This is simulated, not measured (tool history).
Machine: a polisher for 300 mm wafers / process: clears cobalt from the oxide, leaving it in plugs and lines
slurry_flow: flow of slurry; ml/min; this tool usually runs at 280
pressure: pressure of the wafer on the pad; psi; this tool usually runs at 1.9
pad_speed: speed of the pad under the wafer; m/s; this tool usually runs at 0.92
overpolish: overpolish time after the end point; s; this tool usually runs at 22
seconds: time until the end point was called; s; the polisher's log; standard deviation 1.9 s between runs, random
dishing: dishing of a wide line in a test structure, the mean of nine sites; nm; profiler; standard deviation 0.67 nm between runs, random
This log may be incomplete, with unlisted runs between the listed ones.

run	hour	slurry_flow	pressure	pad_speed	overpolish	incoming thickness of the incoming film, nm	seconds	dishing
1	0	280	1.6	0.92	22	394.6	131.7	40.7
# hour 7.6: slurry nozzle cleaned
2	90.2	280	1.9	0.92	13	390.9	113.5	33.6
3	175.9	280	1.9	0.92	13	389.1	111.6	33.2
4	327.8	280	1.9	0.92	13	392.8	113.1	33.3
5	403	280	1.9	0.66	15	396.4	156	29.1
6	498.4	280	1.9	0.66	15	387.7	151.8	29.8
# hour 503.2: worn pad replaced by a new one
# hour 515.7: slurry nozzle cleaned
7	563.5	280	2.4	0.92	22	391.3	88.5	48.4
8	633	280	1.9	0.92	22	396.1	114.1	44.5
9	679.9	280	1.9	0.92	22	390.2	111.4	45.7
# hour 724.9: head pressure recalibrated
10	739.9	280	1.9	0.92	22	393.8	110.7	43.7
11	793.5	280	1.9	0.92	22	384.8	108.9	45.6
12	869.3	280	1.9	0.92	22	396	112.5	43.9
13	951.3	280	1.9	0.92	22	391.1	113.8	45.7
14	1036.8	280	1.9	0.92	22	389	108.3	44.4
15	1097.5	280	1.9	0.92	22	392.6	111.7	44.1
# hour 1132.4: worn pad replaced by a new one
16	1137.3	225	2.1	1.12	25	387.6	84	50.2
# hour 1187.6: slurry nozzle cleaned
17	1227.5	365	1.9	0.92	33	393.7	111.8	51.4
18	1290.4	280	1.9	0.92	12	386.5	111.9	33.1
19	1372.3	280	1.7	0.82	22	385.7	140.2	40.2
20	1472.4	280	1.9	0.92	22	386.9	112.5	45.7
21	1574.1	280	1.9	1.02	22	386	98.6	46
22	1677.4	280	1.9	0.92	22	396.9	110.4	43.4
# hour 1707.7: head pressure recalibrated
23	1721.7	280	1.9	0.92	22	382.9	111.2	46.1
# hour 1734.8: worn pad replaced by a new one
24	1825.6	280	1.9	1.14	22	389.9	88.8	48.5
# hour 1840.6: slurry nozzle cleaned
25	1900.7	280	1.9	0.92	14	388.2	110.7	35.5
26	1957.6	280	1.9	0.92	33	388.5	109.2	52.2
27	2011.8	280	1.9	0.92	11	388.8	111.3	29.8
28	2155.8	280	2.3	0.92	22	389.6	91.1	48.1
29	2242.5	220	1.3	0.82	27	393.2	194.2	37.8
# hour 2250.1: worn pad replaced by a new one
30	2294.6	205	1.3	1.18	10	389.3	133.9	25.6
# hour 2353.6: slurry nozzle cleaned
31	2366.4	305	1.3	0.92	31	390.4	161.8	43.8
32	2455.9	330	2.2	1.1	30	388	77.8	53.8
33	2540.3	280	1.9	0.92	22	392	114.6	44.1
34	2622.1	280	1.9	1.04	28	386.3	97.3	50

Predict each of these 4 candidate next runs independently; none follows another, all start after run 34:
A	2622.6	280	2.2	0.92	22	386.2	?	?
B	2622.6	225	1.4	1.16	12	386.2	?	?
C	2622.6	230	1.9	0.7	10	386.2	?	?
D	2622.6	315	2.3	0.82	29	386.2	?	?

run	seconds	dishing
A	94	47.9
B	120.3	30.5
C	146.4	23.2
D	99.7	51.4
Had the tool no hidden state, the same runs would have come out as:
run	seconds	dishing
A	94	47.9
B	120.3	30.5
C	146.4	23.2
D	99.7	51.4

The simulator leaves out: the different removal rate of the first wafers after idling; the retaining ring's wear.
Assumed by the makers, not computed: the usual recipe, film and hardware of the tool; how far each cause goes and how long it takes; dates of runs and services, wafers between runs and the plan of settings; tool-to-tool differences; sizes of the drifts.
